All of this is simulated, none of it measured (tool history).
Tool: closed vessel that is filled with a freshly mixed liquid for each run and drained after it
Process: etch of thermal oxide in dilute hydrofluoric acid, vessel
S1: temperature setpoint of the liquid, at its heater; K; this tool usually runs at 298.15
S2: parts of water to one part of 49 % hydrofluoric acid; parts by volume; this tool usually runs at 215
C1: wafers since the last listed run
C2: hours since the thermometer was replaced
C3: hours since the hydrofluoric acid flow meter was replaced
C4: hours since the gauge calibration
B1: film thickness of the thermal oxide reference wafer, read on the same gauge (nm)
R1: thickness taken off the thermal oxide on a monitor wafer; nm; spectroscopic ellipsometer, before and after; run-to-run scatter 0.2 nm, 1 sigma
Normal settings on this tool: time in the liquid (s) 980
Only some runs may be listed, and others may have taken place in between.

run 1 hour=0 | S1=298.15 S2=215 time_in_the_liquid_(s)=735 | C1=0 C2=707.4 C3=458.2 C4=14.3 | B1=69.98 | R1=15.68
run 2 hour=73 | S1=298.15 S2=215 time_in_the_liquid_(s)=980 | C1=2956 C2=780.4 C3=531.2 C4=87.3 | B1=70.03 | R1=21.01
-- hour=93.3 hydrofluoric acid flow meter replaced
run 3 hour=111.8 | S1=298.15 S2=215 time_in_the_liquid_(s)=980 | C1=1531 C2=819.2 C3=18.5 C4=126.1 | B1=70.01 | R1=21.24
run 4 hour=377.1 | S1=298.15 S2=215 time_in_the_liquid_(s)=980 | C1=10745 C2=1084.5 C3=283.8 C4=391.4 | B1=70.01 | R1=21.21
run 5 hour=445.6 | S1=298.15 S2=215 time_in_the_liquid_(s)=980 | C1=2774 C2=1153 C3=352.3 C4=459.9 | B1=69.95 | R1=21.45
run 6 hour=549.2 | S1=298.15 S2=215 time_in_the_liquid_(s)=980 | C1=4196 C2=1256.6 C3=455.9 C4=563.5 | B1=70 | R1=21.71
run 7 hour=604.6 | S1=298.15 S2=215 time_in_the_liquid_(s)=980 | C1=2243 C2=1312 C3=511.3 C4=618.9 | B1=69.95 | R1=21.49
run 8 hour=694.5 | S1=298.15 S2=215 time_in_the_liquid_(s)=980 | C1=3641 C2=1401.9 C3=601.2 C4=708.8 | B1=69.98 | R1=21.02
-- hour=711.1 hydrofluoric acid flow meter replaced
run 9 hour=782.4 | S1=298.15 S2=215 time_in_the_liquid_(s)=690 | C1=3519 C2=1489.8 C3=71.3 C4=796.7 | B1=70.01 | R1=15.42
run 10 hour=869.5 | S1=298.15 S2=215 time_in_the_liquid_(s)=690 | C1=3527 C2=1576.9 C3=158.4 C4=883.8 | B1=69.97 | R1=15.17
run 11 hour=972.2 | S1=298.15 S2=215 time_in_the_liquid_(s)=690 | C1=4159 C2=1679.6 C3=261.1 C4=986.5 | B1=70.01 | R1=15.18
run 12 hour=1078.9 | S1=298.15 S2=215 time_in_the_liquid_(s)=980 | C1=4321 C2=1786.3 C3=367.8 C4=1093.2 | B1=70.01 | R1=21.84
run 13 hour=1181.7 | S1=298.15 S2=215 time_in_the_liquid_(s)=980 | C1=4163 C2=1889.1 C3=470.6 C4=1196 | B1=70 | R1=21.75
run 14 hour=1245.9 | S1=298.15 S2=215 time_in_the_liquid_(s)=980 | C1=2600 C2=1953.3 C3=534.8 C4=1260.2 | B1=70.01 | R1=22
-- hour=1328.3 hydrofluoric acid flow meter replaced
run 15 hour=1340.3 | S1=296.65 S2=290 time_in_the_liquid_(s)=1300 | C1=3783 C2=2047.7 C3=12 C4=1354.6 | B1=69.98 | R1=18.77
-- hour=1352.3 thermometer replaced
run 16 hour=1423.8 | S1=301.15 S2=215 time_in_the_liquid_(s)=545 | C1=3341 C2=71.5 C3=95.5 C4=1438.1 | B1=69.97 | R1=12.86
run 17 hour=1519.9 | S1=302.65 S2=215 time_in_the_liquid_(s)=980 | C1=3892 C2=167.6 C3=191.6 C4=1534.2 | B1=69.98 | R1=24.05
run 18 hour=1588.3 | S1=298.15 S2=215 time_in_the_liquid_(s)=980 | C1=2770 C2=236 C3=260 C4=1602.6 | B1=70.05 | R1=20.68
-- hour=1632.3 gauge calibrated
run 19 hour=1692.2 | S1=296.15 S2=315 time_in_the_liquid_(s)=1390 | C1=4208 C2=339.9 C3=363.9 C4=59.9 | B1=69.99 | R1=17.09
run 20 hour=1795.6 | S1=298.15 S2=215 time_in_the_liquid_(s)=980 | C1=4188 C2=443.3 C3=467.3 C4=163.3 | B1=69.94 | R1=21.05
run 21 hour=1873.3 | S1=298.15 S2=215 time_in_the_liquid_(s)=1130 | C1=3147 C2=521 C3=545 C4=241 | B1=69.99 | R1=24.25
run 22 hour=1915.1 | S1=298.15 S2=215 time_in_the_liquid_(s)=980 | C1=1693 C2=562.8 C3=586.8 C4=282.8 | B1=70.03 | R1=20.61
-- hour=1964 hydrofluoric acid flow meter replaced
run 23 hour=2019.1 | S1=301.65 S2=265 time_in_the_liquid_(s)=750 | C1=4171 C2=666.8 C3=55.1 C4=386.8 | B1=70 | R1=13.82
run 24 hour=2110.1 | S1=298.15 S2=165 time_in_the_liquid_(s)=650 | C1=3685 C2=757.8 C3=146.1 C4=477.8 | B1=70.04 | R1=19.23
run 25 hour=2209.5 | S1=296.15 S2=115 time_in_the_liquid_(s)=495 | C1=4026 C2=857.2 C3=245.5 C4=577.2 | B1=69.98 | R1=20.69
run 26 hour=2271.4 | S1=298.15 S2=155 time_in_the_liquid_(s)=435 | C1=2507 C2=919.1 C3=307.4 C4=639.1 | B1=70.04 | R1=13.87
run 27 hour=2311.4 | S1=293.65 S2=140 time_in_the_liquid_(s)=1405 | C1=1620 C2=959.1 C3=347.4 C4=679.1 | B1=69.96 | R1=43.04
run 28 hour=2365.4 | S1=298.15 S2=215 time_in_the_liquid_(s)=980 | C1=2187 C2=1013.1 C3=401.4 C4=733.1 | B1=70 | R1=21.28
run 29 hour=2414.4 | S1=298.15 S2=285 time_in_the_liquid_(s)=595 | C1=1984 C2=1062.1 C3=450.4 C4=782.1 | B1=70.01 | R1=9.13
run 30 hour=2452.1 | S1=294.65 S2=215 time_in_the_liquid_(s)=1190 | C1=1526 C2=1099.8 C3=488.1 C4=819.8 | B1=70 | R1=23.15
run 31 hour=2514.4 | S1=293.65 S2=215 time_in_the_liquid_(s)=535 | C1=2523 C2=1162.1 C3=550.4 C4=882.1 | B1=70.01 | R1=10.05
-- hour=2573.4 hydrofluoric acid flow meter replaced
run 32 hour=2609.3 | S1=298.15 S2=215 time_in_the_liquid_(s)=980 | C1=3803 C2=1257 C3=35.9 C4=977 | B1=70.03 | R1=21.49

Here are 5 independent what-if runs from the current tool condition. What would each one return?
run A hour=2610.2 | S1=302.15 S2=215 time_in_the_liquid_(s)=980 | C1=36 C2=1257.9 C3=36.8 C4=977.9 | B1=? | R1=?
run B hour=2610.2 | S1=296.65 S2=215 time_in_the_liquid_(s)=980 | C1=36 C2=1257.9 C3=36.8 C4=977.9 | B1=? | R1=?
run C hour=2610.2 | S1=298.15 S2=320 time_in_the_liquid_(s)=980 | C1=36 C2=1257.9 C3=36.8 C4=977.9 | B1=? | R1=?
run D hour=2610.2 | S1=298.15 S2=105 time_in_the_liquid_(s)=980 | C1=36 C2=1257.9 C3=36.8 C4=977.9 | B1=? | R1=?
run E hour=2610.2 | S1=298.15 S2=275 time_in_the_liquid_(s)=650 | C1=36 C2=1257.9 C3=36.8 C4=977.9 | B1=? | R1=?

run=A B1=69.97 R1=25
run=B B1=69.97 R1=20.62
run=C B1=69.97 R1=13.08
run=D B1=69.97 R1=50.86
run=E B1=69.97 R1=10.57
Had the tool no hidden state, the same runs would have come out as:
run=A R1=23.62
run=B R1=19.41
run=C R1=12.37
run=D R1=47.69
run=E R1=9.98
